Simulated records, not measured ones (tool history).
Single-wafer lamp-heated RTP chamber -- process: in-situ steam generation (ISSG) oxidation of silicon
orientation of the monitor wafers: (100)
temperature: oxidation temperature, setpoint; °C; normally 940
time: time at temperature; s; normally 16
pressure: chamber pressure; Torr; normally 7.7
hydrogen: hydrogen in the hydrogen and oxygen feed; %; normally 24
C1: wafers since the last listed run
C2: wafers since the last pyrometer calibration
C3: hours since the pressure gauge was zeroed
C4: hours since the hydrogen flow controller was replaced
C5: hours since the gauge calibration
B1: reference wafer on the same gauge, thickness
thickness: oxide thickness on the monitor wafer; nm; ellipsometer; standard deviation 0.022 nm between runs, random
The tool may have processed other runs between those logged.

{"run": 1, "hour": 0.0, "temperature": 940, "time": 16, "pressure": 7.7, "hydrogen": 24, "C1": 0, "C2": 1591, "C3": 2759.9, "C4": 4774.0, "C5": 1436.7, "B1": 4.463, "thickness": 4.273}
{"run": 2, "hour": 63.3, "temperature": 940, "time": 16, "pressure": 7.7, "hydrogen": 24, "C1": 746, "C2": 2338, "C3": 2823.2, "C4": 4837.3, "C5": 1500.0, "B1": 4.458, "thickness": 4.266}
{"run": 3, "hour": 120.8, "temperature": 940, "time": 16, "pressure": 7.7, "hydrogen": 24, "C1": 678, "C2": 3017, "C3": 2880.7, "C4": 4894.8, "C5": 1557.5, "B1": 4.465, "thickness": 4.271}
{"run": 4, "hour": 226.3, "temperature": 940, "time": 16, "pressure": 7.7, "hydrogen": 24, "C1": 1244, "C2": 4262, "C3": 2986.2, "C4": 5000.3, "C5": 1663.0, "B1": 4.466, "thickness": 4.294}
{"run": 5, "hour": 455.4, "temperature": 940, "time": 16, "pressure": 7.7, "hydrogen": 24, "C1": 2703, "C2": 6966, "C3": 3215.3, "C4": 5229.4, "C5": 1892.1, "B1": 4.465, "thickness": 4.28}
{"hour": 498.3, "done": "pyrometer window cleaned and pyrometer calibrated"}
{"run": 6, "hour": 553.4, "temperature": 940, "time": 16, "pressure": 7.7, "hydrogen": 24, "C1": 1062, "C2": 650, "C3": 3313.3, "C4": 5327.4, "C5": 1990.1, "B1": 4.456, "thickness": 4.333}
{"run": 7, "hour": 589.6, "temperature": 940, "time": 16, "pressure": 7.7, "hydrogen": 24, "C1": 427, "C2": 1077, "C3": 3349.5, "C4": 5363.6, "C5": 2026.3, "B1": 4.457, "thickness": 4.369}
{"run": 8, "hour": 673.6, "temperature": 940, "time": 16, "pressure": 8.4, "hydrogen": 24, "C1": 991, "C2": 2068, "C3": 3433.5, "C4": 5447.6, "C5": 2110.3, "B1": 4.465, "thickness": 4.364}
{"run": 9, "hour": 743.1, "temperature": 940, "time": 16, "pressure": 8.4, "hydrogen": 24, "C1": 820, "C2": 2889, "C3": 3503.0, "C4": 5517.1, "C5": 2179.8, "B1": 4.464, "thickness": 4.351}
{"hour": 782.2, "done": "hydrogen flow controller replaced"}
{"run": 10, "hour": 850.7, "temperature": 940, "time": 16, "pressure": 7.7, "hydrogen": 24, "C1": 1175, "C2": 4064, "C3": 3610.6, "C4": 68.5, "C5": 2287.4, "B1": 4.459, "thickness": 4.362}
{"run": 11, "hour": 927.8, "temperature": 940, "time": 16, "pressure": 7.7, "hydrogen": 24, "C1": 909, "C2": 4974, "C3": 3687.7, "C4": 145.6, "C5": 2364.5, "B1": 4.46, "thickness": 4.407}
{"run": 12, "hour": 970.1, "temperature": 940, "time": 16, "pressure": 7.7, "hydrogen": 24, "C1": 499, "C2": 5473, "C3": 3730.0, "C4": 187.9, "C5": 2406.8, "B1": 4.455, "thickness": 4.385}
{"run": 13, "hour": 1022.9, "temperature": 933, "time": 20, "pressure": 6.9, "hydrogen": 24, "C1": 623, "C2": 6096, "C3": 3782.8, "C4": 240.7, "C5": 2459.6, "B1": 4.461, "thickness": 4.683}
{"run": 14, "hour": 1124.6, "temperature": 940, "time": 16, "pressure": 7.2, "hydrogen": 24, "C1": 1200, "C2": 7296, "C3": 3884.5, "C4": 342.4, "C5": 2561.3, "B1": 4.458, "thickness": 4.442}
{"hour": 1205.4, "done": "gauge calibrated"}
{"hour": 1213.0, "done": "pyrometer window cleaned and pyrometer calibrated, repeated, since the last time left the tool worse"}
{"run": 15, "hour": 1339.3, "temperature": 940, "time": 16, "pressure": 7.7, "hydrogen": 24, "C1": 2439, "C2": 1490, "C3": 4099.2, "C4": 557.1, "C5": 133.9, "B1": 4.463, "thickness": 4.292}
{"run": 16, "hour": 1440.5, "temperature": 927, "time": 18, "pressure": 7.7, "hydrogen": 24, "C1": 1194, "C2": 2685, "C3": 4200.4, "C4": 658.3, "C5": 235.1, "B1": 4.463, "thickness": 4.355}
{"run": 17, "hour": 1500.3, "temperature": 921, "time": 13, "pressure": 7.7, "hydrogen": 27, "C1": 705, "C2": 3390, "C3": 4260.2, "C4": 718.1, "C5": 294.9, "B1": 4.459, "thickness": 3.903}
{"run": 18, "hour": 1616.6, "temperature": 940, "time": 16, "pressure": 7.7, "hydrogen": 24, "C1": 1372, "C2": 4763, "C3": 4376.5, "C4": 834.4, "C5": 411.2, "B1": 4.459, "thickness": 4.322}
{"run": 19, "hour": 1706.6, "temperature": 945, "time": 16, "pressure": 6.9, "hydrogen": 24, "C1": 1062, "C2": 5825, "C3": 4466.5, "C4": 924.4, "C5": 501.2, "B1": 4.456, "thickness": 4.339}
{"run": 20, "hour": 1764.2, "temperature": 940, "time": 16, "pressure": 7.0, "hydrogen": 24, "C1": 679, "C2": 6504, "C3": 4524.1, "C4": 982.0, "C5": 558.8, "B1": 4.463, "thickness": 4.289}

Estimate the outcome of run 21 from the log above:
{"run": 21, "hour": 1804.5, "temperature": 940, "time": 16, "pressure": 7.7, "hydrogen": 24, "C1": 475, "C2": 6980, "C3": 4564.4, "C4": 1022.3, "C5": 599.1, "B1": "?", "thickness": "?"}

B1: 4.461
thickness: 4.311 nm
With the hidden condition absent and the run-to-run variation left alone, this run would have shown thickness 4.261 nm.

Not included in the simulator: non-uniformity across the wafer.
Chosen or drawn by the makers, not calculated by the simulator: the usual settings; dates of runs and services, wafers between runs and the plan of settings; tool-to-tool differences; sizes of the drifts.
